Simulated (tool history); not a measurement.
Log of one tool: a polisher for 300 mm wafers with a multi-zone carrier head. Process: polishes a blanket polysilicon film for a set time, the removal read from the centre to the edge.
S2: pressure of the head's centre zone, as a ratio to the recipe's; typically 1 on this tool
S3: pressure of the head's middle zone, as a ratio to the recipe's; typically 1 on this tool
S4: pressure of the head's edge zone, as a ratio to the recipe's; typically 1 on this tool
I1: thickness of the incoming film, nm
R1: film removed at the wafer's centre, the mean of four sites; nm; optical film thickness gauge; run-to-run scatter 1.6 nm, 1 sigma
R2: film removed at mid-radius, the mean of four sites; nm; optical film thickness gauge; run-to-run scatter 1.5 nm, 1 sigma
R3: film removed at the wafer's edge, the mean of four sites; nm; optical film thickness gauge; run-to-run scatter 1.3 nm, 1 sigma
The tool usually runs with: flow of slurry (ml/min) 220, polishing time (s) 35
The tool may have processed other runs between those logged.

{"run": 1, "hour": 0.0, "flow of slurry (ml/min)": 220, "S2": 0.96, "S3": 1.04, "S4": 1, "polishing time (s)": 35, "I1": 1735.3, "R1": 157.7, "R2": 166.2, "R3": 168}
{"hour": 11.9, "done": "centre zone pressure recalibrated"}
{"hour": 12.7, "done": "worn pad replaced by a new one, repeated, since the last time left the tool worse"}
{"run": 2, "hour": 13.2, "flow of slurry (ml/min)": 220, "S2": 0.95, "S3": 1.1, "S4": 1, "polishing time (s)": 35, "I1": 1729.5, "R1": 183.6, "R2": 204, "R3": 195.7}
{"hour": 18.3, "done": "slurry nozzle cleaned"}
{"run": 3, "hour": 34.2, "flow of slurry (ml/min)": 220, "S2": 1, "S3": 0.88, "S4": 0.93, "polishing time (s)": 35, "I1": 1709.4, "R1": 193.3, "R2": 180.1, "R3": 192.6}
{"run": 4, "hour": 66.2, "flow of slurry (ml/min)": 220, "S2": 1, "S3": 1, "S4": 1.1, "polishing time (s)": 40, "I1": 1722.3, "R1": 219.1, "R2": 218.2, "R3": 235.1}
{"run": 5, "hour": 87.5, "flow of slurry (ml/min)": 220, "S2": 1, "S3": 1, "S4": 1, "polishing time (s)": 30, "I1": 1740, "R1": 163.6, "R2": 163.8, "R3": 169.6}
{"run": 6, "hour": 114.9, "flow of slurry (ml/min)": 220, "S2": 1, "S3": 1, "S4": 1, "polishing time (s)": 35, "I1": 1743, "R1": 190.1, "R2": 190.1, "R3": 198.5}
{"run": 7, "hour": 128.1, "flow of slurry (ml/min)": 220, "S2": 1, "S3": 1, "S4": 1, "polishing time (s)": 29, "I1": 1720.8, "R1": 159.7, "R2": 157.5, "R3": 162.3}
{"run": 8, "hour": 140.6, "flow of slurry (ml/min)": 220, "S2": 0.9, "S3": 1, "S4": 1, "polishing time (s)": 43, "I1": 1752.8, "R1": 206.1, "R2": 235.2, "R3": 241.1}
{"run": 9, "hour": 166.4, "flow of slurry (ml/min)": 175, "S2": 1.11, "S3": 1.06, "S4": 1, "polishing time (s)": 42, "I1": 1753.8, "R1": 247.8, "R2": 230.1, "R3": 230}
{"run": 10, "hour": 266.8, "flow of slurry (ml/min)": 220, "S2": 1, "S3": 1, "S4": 1.05, "polishing time (s)": 35, "I1": 1749.2, "R1": 184.4, "R2": 185, "R3": 191.7}
{"run": 11, "hour": 297.1, "flow of slurry (ml/min)": 220, "S2": 1, "S3": 1, "S4": 1, "polishing time (s)": 35, "I1": 1705.7, "R1": 180.9, "R2": 181, "R3": 187.5}
{"hour": 312.9, "done": "worn pad replaced by a new one"}
{"run": 12, "hour": 321.8, "flow of slurry (ml/min)": 220, "S2": 1, "S3": 0.91, "S4": 0.97, "polishing time (s)": 35, "I1": 1735.4, "R1": 190.7, "R2": 182.5, "R3": 196.5}
{"run": 13, "hour": 347.7, "flow of slurry (ml/min)": 220, "S2": 1, "S3": 1, "S4": 1, "polishing time (s)": 35, "I1": 1742.2, "R1": 193.6, "R2": 190.1, "R3": 196.7}
{"run": 14, "hour": 371.3, "flow of slurry (ml/min)": 275, "S2": 1, "S3": 0.92, "S4": 0.94, "polishing time (s)": 39, "I1": 1741.9, "R1": 216.1, "R2": 208.3, "R3": 216.3}
{"run": 15, "hour": 398.9, "flow of slurry (ml/min)": 150, "S2": 0.89, "S3": 1.06, "S4": 0.97, "polishing time (s)": 35, "I1": 1722.4, "R1": 163.2, "R2": 194.8, "R3": 189.5}
{"run": 16, "hour": 414.3, "flow of slurry (ml/min)": 265, "S2": 1.09, "S3": 0.9, "S4": 1, "polishing time (s)": 43, "I1": 1745.1, "R1": 259.2, "R2": 225.8, "R3": 245.3}
{"run": 17, "hour": 432.0, "flow of slurry (ml/min)": 275, "S2": 1, "S3": 1, "S4": 1, "polishing time (s)": 29, "I1": 1720.4, "R1": 160.1, "R2": 159.9, "R3": 164.4}
{"run": 18, "hour": 465.4, "flow of slurry (ml/min)": 220, "S2": 1, "S3": 1, "S4": 1, "polishing time (s)": 35, "I1": 1742.4, "R1": 189.6, "R2": 187.9, "R3": 195.3}
{"run": 19, "hour": 479.8, "flow of slurry (ml/min)": 220, "S2": 1.11, "S3": 1, "S4": 1, "polishing time (s)": 24, "I1": 1755.9, "R1": 142.9, "R2": 129.2, "R3": 131.3}
{"hour": 512.9, "done": "centre zone pressure recalibrated"}
{"run": 20, "hour": 514.1, "flow of slurry (ml/min)": 220, "S2": 0.96, "S3": 1.04, "S4": 1, "polishing time (s)": 35, "I1": 1729.6, "R1": 176.6, "R2": 191.3, "R3": 192.1}
{"run": 21, "hour": 545.0, "flow of slurry (ml/min)": 220, "S2": 1, "S3": 1, "S4": 1, "polishing time (s)": 35, "I1": 1727, "R1": 184.5, "R2": 185.1, "R3": 191.9}
{"run": 22, "hour": 576.1, "flow of slurry (ml/min)": 155, "S2": 1.1, "S3": 1, "S4": 1, "polishing time (s)": 35, "I1": 1732.3, "R1": 195.4, "R2": 179.8, "R3": 183.7}
{"hour": 589.7, "done": "worn pad replaced by a new one"}
{"run": 23, "hour": 602.5, "flow of slurry (ml/min)": 220, "S2": 1.11, "S3": 1, "S4": 1, "polishing time (s)": 28, "I1": 1753.7, "R1": 171.2, "R2": 151.9, "R3": 155.9}

Predict each of these 3 candidate next runs independently; none follows another, all start after run 23:
{"run": "A", "hour": 602.9, "flow of slurry (ml/min)": 220, "S2": 1.07, "S3": 1, "S4": 1, "polishing time (s)": 35, "I1": 1732.8, "R1": "?", "R2": "?", "R3": "?"}
{"run": "B", "hour": 602.9, "flow of slurry (ml/min)": 220, "S2": 1, "S3": 1, "S4": 1, "polishing time (s)": 41, "I1": 1732.8, "R1": "?", "R2": "?", "R3": "?"}
{"run": "C", "hour": 602.9, "flow of slurry (ml/min)": 190, "S2": 1, "S3": 1.04, "S4": 1, "polishing time (s)": 35, "I1": 1732.8, "R1": "?", "R2": "?", "R3": "?"}

run=A R1=204.6 R2=194.8 R3=196.7
run=B R1=223.9 R2=228.3 R3=230.4
run=C R1=188.7 R2=197.4 R3=194.9
Stripped of hidden state, with their random variation kept, the same runs would have yielded:
run=A R1=205.5 R2=195.6 R3=197.5
run=B R1=224.8 R2=229.3 R3=231.3
run=C R1=189.5 R2=198.3 R3=195.7

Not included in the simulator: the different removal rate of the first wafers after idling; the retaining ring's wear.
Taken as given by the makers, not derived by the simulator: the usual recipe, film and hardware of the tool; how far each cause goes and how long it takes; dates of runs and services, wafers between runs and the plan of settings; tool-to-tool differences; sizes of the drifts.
